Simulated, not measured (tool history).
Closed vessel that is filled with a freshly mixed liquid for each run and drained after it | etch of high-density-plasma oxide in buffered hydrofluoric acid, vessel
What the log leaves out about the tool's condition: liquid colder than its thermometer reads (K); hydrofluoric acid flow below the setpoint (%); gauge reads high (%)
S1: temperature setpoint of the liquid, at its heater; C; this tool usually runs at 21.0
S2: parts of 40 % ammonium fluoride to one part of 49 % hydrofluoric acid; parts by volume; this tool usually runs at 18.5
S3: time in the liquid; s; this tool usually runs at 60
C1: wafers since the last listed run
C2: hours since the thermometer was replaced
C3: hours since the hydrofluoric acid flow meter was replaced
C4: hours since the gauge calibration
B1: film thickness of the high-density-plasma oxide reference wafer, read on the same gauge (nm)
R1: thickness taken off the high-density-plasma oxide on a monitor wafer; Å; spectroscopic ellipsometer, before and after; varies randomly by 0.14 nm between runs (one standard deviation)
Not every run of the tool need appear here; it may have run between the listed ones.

run	hour	S1	S2	S3	C1	C2	C3	C4	B1	R1
1	0.0	21.0	21.5	50	0	446.2	2029.2	240.1	60.01	232.8
2	14.0	21.0	21.5	50	2056	460.2	2043.2	254.1	59.98	230.8
3	27.1	21.0	21.5	50	1923	473.3	2056.3	267.2	59.97	233.2
4	43.2	21.0	18.5	60	2364	489.4	2072.4	283.3	59.97	314.7
5	68.1	21.0	18.5	60	3656	514.3	2097.3	308.2	59.98	315.1
6	88.8	21.0	18.5	60	3040	535.0	2118.0	328.9	60.02	316.6
7	109.6	21.0	21.5	60	3054	555.8	2138.8	349.7	60.00	278.4
8	129.7	21.0	21.5	60	2951	575.9	2158.9	369.8	60.00	279.0
9	161.4	21.0	21.5	60	4655	607.6	2190.6	401.5	59.95	278.3
# hour 195.3: hydrofluoric acid flow meter replaced
# hour 257.6: thermometer replaced
10	257.9	21.0	18.5	60	13878	0.3	62.6	498.0	59.98	316.1
11	271.5	21.0	18.5	90	1997	13.9	76.2	511.6	60.04	476.6
12	302.7	19.0	18.5	60	4582	45.1	107.4	542.8	60.04	284.5
# hour 351.2: gauge calibrated
13	387.9	22.5	18.5	60	12512	130.3	192.6	36.7	59.98	342.7
14	411.1	21.0	18.5	30	3407	153.5	215.8	59.9	60.06	159.1
15	427.8	25.5	18.5	60	2452	170.2	232.5	76.6	60.00	406.1
16	451.8	21.0	18.5	60	3524	194.2	256.5	100.6	60.01	315.1
17	465.1	23.5	18.5	85	1953	207.5	269.8	113.9	59.99	517.1
18	489.3	21.0	22.0	60	3554	231.7	294.0	138.1	59.97	274.9
19	509.9	21.0	18.5	60	3025	252.3	314.6	158.7	59.99	315.7
20	534.1	17.5	13.5	60	3554	276.5	338.8	182.9	60.02	353.7

Below are 5 alternative next runs, each starting from the tool's condition after run 20. Predict each:
A	534.8	21.0	18.5	75	102	277.2	339.5	183.6	?	?
B	534.8	25.0	18.5	60	102	277.2	339.5	183.6	?	?
C	534.8	24.5	21.0	90	102	277.2	339.5	183.6	?	?
D	534.8	24.0	23.0	60	102	277.2	339.5	183.6	?	?
E	534.8	21.0	13.5	85	102	277.2	339.5	183.6	?	?

run	B1	R1
A	60.01	396.9
B	60.01	395.7
C	60.01	517.3
D	60.01	315.2
E	60.01	613.4
Had the tool no hidden state, the same runs would have come out as:
run	R1
A	396.9
B	395.7
C	517.3
D	315.2
E	613.4
